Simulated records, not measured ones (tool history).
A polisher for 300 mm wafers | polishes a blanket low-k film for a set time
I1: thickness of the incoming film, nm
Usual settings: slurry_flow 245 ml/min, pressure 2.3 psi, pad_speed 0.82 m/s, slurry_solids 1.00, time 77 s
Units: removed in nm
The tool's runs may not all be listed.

run 1 day=0.000 | slurry_flow=245 pressure=2.3 pad_speed=0.82 slurry_solids=1.00 time=77 | I1=568.5 | removed=35.6
-- day=0.488 conditioning disc replaced and pad reconditioned
run 2 day=2.892 | slurry_flow=245 pressure=2.3 pad_speed=0.82 slurry_solids=1.15 time=77 | I1=559.0 | removed=37.7
run 3 day=5.533 | slurry_flow=245 pressure=2.3 pad_speed=0.82 slurry_solids=1.15 time=77 | I1=568.4 | removed=37.5
run 4 day=7.212 | slurry_flow=245 pressure=2.3 pad_speed=0.82 slurry_solids=1.15 time=77 | I1=563.3 | removed=37.3
-- day=8.296 slurry blender recalibrated
run 5 day=8.512 | slurry_flow=245 pressure=2.3 pad_speed=0.94 slurry_solids=1.00 time=77 | I1=569.6 | removed=39.5
-- day=11.267 worn pad replaced by a new one
run 6 day=16.975 | slurry_flow=245 pressure=2.3 pad_speed=0.94 slurry_solids=1.00 time=77 | I1=564.8 | removed=40.1
run 7 day=18.846 | slurry_flow=245 pressure=2.3 pad_speed=0.94 slurry_solids=1.00 time=77 | I1=559.6 | removed=39.9
-- day=19.146 head pressure recalibrated
-- day=21.229 slurry blender recalibrated
-- day=22.429 slurry nozzle cleaned
-- day=26.329 worn pad replaced by a new one
run 8 day=26.425 | slurry_flow=245 pressure=2.3 pad_speed=0.82 slurry_solids=1.00 time=77 | I1=573.2 | removed=35.6
-- day=27.246 conditioning disc replaced and pad reconditioned
run 9 day=28.354 | slurry_flow=245 pressure=1.9 pad_speed=0.82 slurry_solids=1.00 time=71 | I1=567.8 | removed=29.0
run 10 day=30.900 | slurry_flow=245 pressure=1.9 pad_speed=0.82 slurry_solids=1.00 time=71 | I1=572.0 | removed=29.3
run 11 day=32.033 | slurry_flow=215 pressure=2.0 pad_speed=0.82 slurry_solids=1.25 time=95 | I1=571.5 | removed=41.7
-- day=34.088 slurry blender recalibrated
run 12 day=34.112 | slurry_flow=190 pressure=2.3 pad_speed=0.82 slurry_solids=0.80 time=96 | I1=567.7 | removed=40.4
run 13 day=37.058 | slurry_flow=245 pressure=2.3 pad_speed=0.82 slurry_solids=1.00 time=77 | I1=571.0 | removed=36.1
run 14 day=38.129 | slurry_flow=245 pressure=2.3 pad_speed=0.82 slurry_solids=1.00 time=77 | I1=566.1 | removed=35.8
run 15 day=40.429 | slurry_flow=245 pressure=1.7 pad_speed=0.82 slurry_solids=0.75 time=77 | I1=564.5 | removed=26.8
-- day=40.654 worn pad replaced by a new one
run 16 day=42.204 | slurry_flow=175 pressure=2.3 pad_speed=0.70 slurry_solids=0.80 time=77 | I1=571.3 | removed=28.4
-- day=44.788 head pressure recalibrated
run 17 day=44.958 | slurry_flow=245 pressure=2.6 pad_speed=0.82 slurry_solids=1.00 time=57 | I1=570.8 | removed=29.0
run 18 day=47.083 | slurry_flow=245 pressure=3.0 pad_speed=0.82 slurry_solids=1.00 time=77 | I1=574.1 | removed=43.8
-- day=48.350 slurry blender recalibrated
run 19 day=48.554 | slurry_flow=245 pressure=2.3 pad_speed=0.82 slurry_solids=0.85 time=77 | I1=569.9 | removed=34.1
-- day=50.075 conditioning disc replaced and pad reconditioned
run 20 day=50.646 | slurry_flow=305 pressure=3.0 pad_speed=0.70 slurry_solids=1.00 time=77 | I1=574.7 | removed=39.5
run 21 day=51.771 | slurry_flow=245 pressure=2.3 pad_speed=0.82 slurry_solids=1.00 time=77 | I1=571.7 | removed=35.3
-- day=54.058 slurry nozzle cleaned
run 22 day=54.079 | slurry_flow=165 pressure=2.3 pad_speed=0.82 slurry_solids=1.00 time=77 | I1=566.8 | removed=34.1
-- day=55.812 worn pad replaced by a new one
run 23 day=56.000 | slurry_flow=245 pressure=2.6 pad_speed=0.62 slurry_solids=1.15 time=102 | I1=563.2 | removed=43.0
run 24 day=57.079 | slurry_flow=165 pressure=2.3 pad_speed=1.08 slurry_solids=0.75 time=103 | I1=569.8 | removed=51.3
run 25 day=59.512 | slurry_flow=245 pressure=1.7 pad_speed=0.82 slurry_solids=0.75 time=77 | I1=573.9 | removed=26.9

What the log doesn't show, run by run:
removal rate lost through wear of the pad, %: 0 in every run
slurry flow missing at the pad, %: 0 in every run
deviation of the head's pressure from its setpoint, %: 0 in every run
abrasive missing from the slurry, %: 0 in every run
time polished since the conditioner stopped cutting, s: 0 in every run

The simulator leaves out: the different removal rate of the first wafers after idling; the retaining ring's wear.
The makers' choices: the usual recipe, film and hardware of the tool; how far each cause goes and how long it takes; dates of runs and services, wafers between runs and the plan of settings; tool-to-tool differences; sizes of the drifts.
